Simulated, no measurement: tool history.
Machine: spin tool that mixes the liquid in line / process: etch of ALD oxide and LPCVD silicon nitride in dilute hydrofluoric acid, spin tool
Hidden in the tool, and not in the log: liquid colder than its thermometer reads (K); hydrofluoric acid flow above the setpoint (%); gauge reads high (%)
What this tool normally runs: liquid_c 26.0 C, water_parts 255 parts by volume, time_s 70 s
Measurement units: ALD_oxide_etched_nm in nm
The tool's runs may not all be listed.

run    hour  liquid_c  water_parts  time_s  wafers since the last listed run  hours since the thermometer was replaced  hours since the hydrofluoric acid flow meter was replaced  hours since the gauge calibration  read-back film thickness of the ALD oxide reference wafer, read on the same gauge (nm)  ALD_oxide_etched_nm
  1     0.0      26.0          255      70                                 0                                     720.8                                                      864.3                              831.6                                                                                  70.010                4.853
  2    34.5      26.0          255      70                               353                                     755.3                                                      898.8                              866.1                                                                                  69.980                4.758
  3    95.2      26.0          255      70                               622                                     816.0                                                      959.5                              926.8                                                                                  70.016                4.773
  4   122.1      26.0          255      70                               275                                     842.9                                                      986.4                              953.7                                                                                  69.981                4.645
  5   163.4      26.0          255      70                               423                                     884.2                                                     1027.7                              995.0                                                                                  69.997                4.742
  6   232.7      26.0          255      45                               710                                     953.5                                                     1097.0                             1064.3                                                                                  70.009                3.048
  7   258.5      26.0          255      45                               264                                     979.3                                                     1122.8                             1090.1                                                                                  70.001                3.002
  8   297.0      26.0          160      70                               394                                    1017.8                                                     1161.3                             1128.6                                                                                  69.980                8.278
  9   324.3      26.0          160      70                               280                                    1045.1                                                     1188.6                             1155.9                                                                                  70.001                8.465
 10   357.8      26.0          160      70                               343                                    1078.6                                                     1222.1                             1189.4                                                                                  70.029                8.204
 11   405.6      28.5          255      70                               490                                    1126.4                                                     1269.9                             1237.2                                                                                  70.002                5.061
      456.1  -- thermometer replaced
 12   457.8      28.5          255      70                               525                                       1.7                                                     1322.1                             1289.4                                                                                  69.976                4.814
      487.9  -- hydrofluoric acid flow meter replaced
 13   498.2      26.0          255      70                               404                                      42.1                                                       10.3                             1329.8                                                                                  70.013                4.490
      546.8  -- gauge calibrated
 14   559.5      30.5          145      70                               628                                     103.4                                                       71.6                               12.7                                                                                  69.980               10.446
 15   603.2      26.0          255      70                               448                                     147.1                                                      115.3                               56.4                                                                                  69.997                4.517
      743.6  -- thermometer replaced, repeated, since the last time left the tool worse
 16   803.1      26.0          255      40                              2040                                      59.5                                                      315.2                              256.3                                                                                  70.036                2.816
 17   849.0      26.0          160      70                               470                                     105.4                                                      361.1                              302.2                                                                                  70.029                8.816
 18   898.0      26.0          255     100                               502                                     154.4                                                      410.1                              351.2                                                                                  69.987                6.978
 19   925.0      26.0          255      70                               276                                     181.4                                                      437.1                              378.2                                                                                  70.009                4.968
 20   959.8      26.0          315      50                               356                                     216.2                                                      471.9                              413.0                                                                                  70.007                2.677
 21  1009.5      26.0          350      50                               509                                     265.9                                                      521.6                              462.7                                                                                  70.018                2.334
 22  1063.1      26.0          255      70                               549                                     319.5                                                      575.2                              516.3                                                                                  70.032                4.942
 23  1119.8      22.0          255      70                               581                                     376.2                                                      631.9                              573.0                                                                                  69.996                4.207
 24  1184.9      30.0          160      70                               667                                     441.3                                                      697.0                              638.1                                                                                  69.983               10.063

Describe how what the log doesn't record of the tool's condition differs between the last listed run preceding each entry between runs and the first listed run following it.
Logged between run 11 and run 12: thermometer replaced (hour 456.1)
  liquid colder than its thermometer reads (K): 1.59 -> 2.93
  measured less the result without the state, ALD_oxide_etched_nm: -0.282 -> -0.511 nm
Logged between run 12 and run 13: hydrofluoric acid flow meter replaced (hour 487.9)
  liquid colder than its thermometer reads (K): 2.93 -> 2.98
  measured less the result without the state, ALD_oxide_etched_nm: -0.511 -> -0.501 nm
Logged between run 13 and run 14: gauge calibrated (hour 546.8)
  liquid colder than its thermometer reads (K): 2.98 -> 3.05
  measured less the result without the state, ALD_oxide_etched_nm: -0.501 -> -1.229 nm
Logged between run 15 and run 16: thermometer replaced, repeated, since the last time left the tool worse (hour 743.6)
  liquid colder than its thermometer reads (K): 3.1 -> 0.183
  measured less the result without the state, ALD_oxide_etched_nm: -0.526 -> -0.018 nm
